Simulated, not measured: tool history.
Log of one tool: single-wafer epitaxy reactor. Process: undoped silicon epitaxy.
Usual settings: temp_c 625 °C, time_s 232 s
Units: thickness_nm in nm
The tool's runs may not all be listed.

run    hour  temp_c  time_s  wafers since the last listed run  hours since the last pyrometer calibration  hours since the gauge calibration  read-back reference wafer on the same gauge, thickness_nm  thickness_nm
  1     0.0     625     232                                 0                                      1096.0                              643.6                                                     22.791        21.677
  2    60.2     625     232                               569                                      1156.2                              703.8                                                     22.792        21.645
  3   104.9     625     232                               422                                      1200.9                              748.5                                                     22.816        21.592
  4   157.8     619     232                               500                                      1253.8                              801.4                                                     22.817        19.253
  5   194.8     619     232                               349                                      1290.8                              838.4                                                     22.796        19.274
  6   255.1     619     232                               570                                      1351.1                              898.7                                                     22.817        19.173
  7   284.9     625     232                               281                                      1380.9                              928.5                                                     22.820        21.666
  8   353.6     625     232                               649                                      1449.6                              997.2                                                     22.782        21.646
  9   418.3     636     232                               611                                      1514.3                             1061.9                                                     22.788        27.036
 10   519.5     636     232                               956                                      1615.5                             1163.1                                                     22.790        27.058
 11   573.7     625     232                               512                                      1669.7                             1217.3                                                     22.801        21.639
 12   603.3     625     232                               279                                      1699.3                             1246.9                                                     22.776        21.712
 13   630.0     625     232                               252                                      1726.0                             1273.6                                                     22.769        21.572
 14   675.1     625     232                               426                                      1771.1                             1318.7                                                     22.801        21.645
 15   729.7     625     232                               516                                      1825.7                             1373.3                                                     22.805        21.623
      840.1  -- gauge calibrated
 16   922.9     625     232                              1826                                      2018.9                               82.8                                                     22.818        21.729
 17   989.9     635     259                               633                                      2085.9                              149.8                                                     22.789        29.516
 18  1055.4     635     259                               619                                      2151.4                              215.3                                                     22.802        29.680
 19  1082.6     635     259                               257                                      2178.6                              242.5                                                     22.792        29.615
 20  1120.4     614     232                               357                                      2216.4                              280.3                                                     22.795        17.268
 21  1184.4     631     232                               605                                      2280.4                              344.3                                                     22.791        24.406
 22  1244.3     625     200                               566                                      2340.3                              404.2                                                     22.808        18.707
 23  1310.6     625     232                               626                                      2406.6                              470.5                                                     22.797        21.599
 24  1378.9     625     232                               645                                      2474.9                              538.8                                                     22.819        21.736
 25  1416.5     615     254                               355                                      2512.5                              576.4                                                     22.810        19.283
 26  1485.8     625     232                               655                                      2581.8                              645.7                                                     22.790        21.633
 27  1554.1     612     253                               645                                      2650.1                              714.0                                                     22.816        18.004
 28  1608.9     625     276                               518                                      2704.9                              768.8                                                     22.812        25.666
 29  1824.1     625     190                              2034                                      2920.1                              984.0                                                     22.787        17.776
 30  1867.9     634     247                               414                                      2963.9                             1027.8                                                     22.808        27.719
     1881.1  -- pyrometer calibrated
 31  2000.8     619     266                              1180                                       119.7                             1160.7                                                     22.801        21.905
 32  2066.2     634     264                               618                                       185.1                             1226.1                                                     22.793        29.424
 33  2130.1     635     215                               604                                       249.0                             1290.0                                                     22.790        24.583
     2166.2  -- gauge calibrated
 34  2198.5     621     256                               646                                       317.4                               32.3                                                     22.820        22.045
 35  2251.3     635     250                               499                                       370.2                               85.1                                                     22.816        28.533
 36  2279.9     613     264                               270                                       398.8                              113.7                                                     22.781        19.316
 37  2332.6     625     232                               498                                       451.5                              166.4                                                     22.779        21.633
 38  2364.5     625     266                               301                                       483.4                              198.3                                                     22.812        24.872
 39  2426.9     635     205                               589                                       545.8                              260.7                                                     22.802        23.459
 40  2472.0     611     216                               426                                       590.9                              305.8                                                     22.792        15.127

Forecast each of these 3 alternatives for the next run:
  A  2472.5     625     257                                 4                                       591.4                              306.3                                                          ?             ?
  B  2472.5     625     196                                 4                                       591.4                              306.3                                                          ?             ?
  C  2472.5     618     266                                 4                                       591.4                              306.3                                                          ?             ?

run  read-back reference wafer on the same gauge, thickness_nm  thickness_nm
  A                                                     22.791        24.072
  B                                                     22.791        18.358
  C                                                     22.791        21.600
Without the tool's hidden state the same runs would have given:
run  thickness_nm
  A        24.072
  B        18.358
  C        21.600
